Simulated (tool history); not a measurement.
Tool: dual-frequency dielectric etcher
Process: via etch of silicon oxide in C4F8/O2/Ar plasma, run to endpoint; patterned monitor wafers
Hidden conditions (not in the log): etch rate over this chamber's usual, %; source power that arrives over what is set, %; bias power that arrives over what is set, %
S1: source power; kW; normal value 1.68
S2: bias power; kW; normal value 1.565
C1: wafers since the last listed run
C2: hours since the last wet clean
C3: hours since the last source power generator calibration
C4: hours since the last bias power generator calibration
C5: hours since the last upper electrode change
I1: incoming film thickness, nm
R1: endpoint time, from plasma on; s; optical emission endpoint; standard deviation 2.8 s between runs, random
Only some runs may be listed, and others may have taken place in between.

run     day    S1     S2   C1     C2      C3      C4      C5      I1     R1
  1       0  1.68  1.565    0   30.2  2081.3  2929.8  2643.7  1469.7  358.9
  2   1.242  1.47  1.767  114     60  2111.1  2959.6  2673.5  1457.1  357.1
  3   1.838  1.47  1.767   54   74.3  2125.4  2973.9  2687.8  1456.5    351
  4   2.675  1.68  1.565   77   94.4  2145.5    2994  2707.9  1472.2  356.1
  5   3.542  1.68  1.565   79  115.2  2166.3  3014.8  2728.7  1476.4  351.8
  6    4.15  1.68  1.565   56  129.8  2180.9  3029.4  2743.3  1455.4  347.8
  7   5.308  1.68  1.565  106  157.6  2208.7  3057.2  2771.1  1466.6  350.3
  8   6.667  1.68  1.565  125  190.2  2241.3  3089.8  2803.7  1468.3  351.9
      7.167  -- source power generator calibrated
  9   7.888  1.68  1.565   97  219.5    17.3  3119.1    2833    1463  351.3
 10   9.142  1.68  1.755  115  249.6    47.4  3149.2  2863.1  1459.5  330.7
 11    10.4     2  1.841  115  279.8    77.6  3179.4  2893.3  1465.1  315.1
 12  11.129     2  1.841   67  297.3    95.1  3196.9  2910.8  1467.6  311.1
 13  12.325  1.68  1.764  110    326   123.8  3225.6  2939.5    1472  340.7
 14  13.633  1.68  1.858  120  357.4   155.2    3257  2970.9  1466.5  323.4
 15  14.412  1.47  1.309   71  376.1   173.9  3275.7  2989.6  1458.6  375.4
 16  14.983  1.79  1.565   52  389.8   187.6  3289.4  3003.3  1453.9  329.7
 17  15.704  1.68  1.565   66  407.1   204.9  3306.7  3020.6  1458.8  339.1
 18  17.179  1.89  1.276  135  442.5   240.3  3342.1    3056  1466.6  355.9
 19  18.296  1.91  1.309  102  469.3   267.1  3368.9  3082.8  1464.5  347.9
     22.221  -- wet clean of the chamber
 20  22.362  1.31  1.335  282    3.4   364.7  3466.5  3180.4  1471.9  408.4
 21  23.542  1.94  1.791  108   31.7     393  3494.8  3208.7    1445  322.5
 22  24.408  1.42  1.242   79   52.5   413.8  3515.6  3229.5  1464.2  401.6
 23  25.371  1.68  1.901   88   75.6   436.9  3538.7  3252.6  1472.9    337
     26.492  -- upper electrode replaced
 24  26.512  1.44  1.769   13    103   464.3  3566.1     0.5  1474.2  357.2
 25  26.983  1.54  1.335   43  114.3   475.6  3577.4    11.8  1475.3  384.2
     27.442  -- bias power generator calibrated
 26   29.65  1.68  1.565  230  178.3   539.6      53    75.8  1470.1  351.5
 27  30.996   1.5  1.199  123  210.6   571.9    85.3   108.1  1464.2  396.9
 28  32.362  1.82  1.268  125  243.4   604.7   118.1   140.9  1468.9  370.6
 29  33.196  1.68  1.565   76  263.4   624.7   138.1   160.9    1467  352.2
 30    34.1  1.38  1.939   83  285.1   646.4   159.8   182.6  1460.9  347.3
 31  36.967  1.99  1.437  263  353.9   715.2   228.6   251.4  1476.4  343.5
 32  37.642  2.02  1.894   62  370.1   731.4   244.8   267.6  1466.9  308.5
 33  39.025   1.9  1.435  127  403.3   764.6     278   300.8  1470.8  348.4
 34  40.338     2  1.841  120  434.8   796.1   309.5   332.3  1474.7  312.7
 35  41.488     2  1.841  105  462.4   823.7   337.1   359.9  1464.3  311.1
 36  43.825  1.68  1.565  215  518.5   879.8   393.2     416  1478.2  347.5

How the hidden state differs across the entries between the runs, from the last listed run before each to the first after it:
Between runs 8 and 9: source power generator calibrated (day 7.167)
  etch rate over this chamber's usual, %: 2.34 -> 2.59
  measured minus no-state result, R1: -8.2 -> -9.1 s
Between runs 19 and 20: wet clean of the chamber (day 22.221)
  etch rate over this chamber's usual, %: 4.76 -> -0.508
  measured minus no-state result, R1: -16.5 -> +2.1 s
Between runs 23 and 24: upper electrode replaced (day 26.492)
  etch rate over this chamber's usual, %: 0.117 -> 0.355
  measured minus no-state result, R1: -0.4 -> -1.3 s
Between runs 25 and 26: bias power generator calibrated (day 27.442)
  etch rate over this chamber's usual, %: 0.453 -> 1.01
  measured minus no-state result, R1: -1.7 -> -3.5 s

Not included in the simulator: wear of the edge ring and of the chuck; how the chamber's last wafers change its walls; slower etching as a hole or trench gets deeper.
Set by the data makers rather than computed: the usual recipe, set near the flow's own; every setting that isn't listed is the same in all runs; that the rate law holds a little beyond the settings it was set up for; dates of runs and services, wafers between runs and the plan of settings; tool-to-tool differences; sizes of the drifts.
